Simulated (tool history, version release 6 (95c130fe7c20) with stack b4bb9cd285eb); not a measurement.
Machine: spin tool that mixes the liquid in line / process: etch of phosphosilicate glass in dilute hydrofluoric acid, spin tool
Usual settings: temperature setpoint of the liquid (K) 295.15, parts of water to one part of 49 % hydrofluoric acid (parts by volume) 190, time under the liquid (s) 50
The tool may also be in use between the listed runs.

run	day	temperature setpoint of the liquid (K)	parts of water to one part of 49 % hydrofluoric acid (parts by volume)	time under the liquid (s)	read-back film thickness of the phosphosilicate glass reference wafer, read on the same gauge (nm)	thickness taken off the phosphosilicate glass on a monitor wafer (nm)
1	0.000	295.15	190	50	120.00	24.60
2	3.412	298.15	190	50	119.99	27.31
3	5.092	295.15	190	30	120.00	14.74
4	8.942	295.15	190	30	120.01	14.63
5	13.188	295.15	190	30	120.02	14.70
6	15.812	295.15	230	50	120.00	19.43
7	19.221	295.15	190	50	120.02	24.59
8	22.467	295.15	190	50	120.01	24.39
9	24.542	295.15	190	50	119.97	24.48
10	28.796	295.15	190	50	120.00	24.42
11	31.654	295.15	190	50	120.00	24.76
12	33.521	295.15	105	50	119.99	48.47
# day 34.171: hydrofluoric acid flow meter replaced
13	36.712	295.15	190	30	120.00	14.63
14	38.325	295.15	190	50	120.00	24.21
# day 44.475: thermometer replaced
15	46.554	291.65	190	50	119.99	21.41
16	50.800	295.15	190	50	119.98	24.47
17	53.512	295.15	190	50	120.00	24.48
18	56.392	293.65	190	50	119.98	23.26
19	60.333	297.15	190	75	119.99	39.66
20	63.421	298.65	160	35	120.00	24.09
# day 64.775: gauge calibrated
21	66.162	299.65	190	65	120.00	37.73
22	68.438	291.65	190	40	120.01	17.10
23	72.771	295.15	190	50	120.01	24.50
24	76.108	295.15	190	50	120.00	24.39
25	79.317	295.15	130	25	120.00	19.15
26	81.579	293.65	190	35	119.99	16.12
27	84.838	290.65	190	35	119.99	14.40
28	88.408	297.65	135	30	120.01	23.99
29	91.146	295.15	190	50	120.01	24.68
30	95.192	292.65	250	50	120.00	15.98
31	98.088	295.15	260	50	120.01	16.59

List, for all runs, the conditions of the tool that the log does not record:
liquid colder than its thermometer reads (K): 0, the same for each run
hydrofluoric acid flow below the setpoint (%): 0, the same for each run
gauge reads high (%): 0, the same for each run
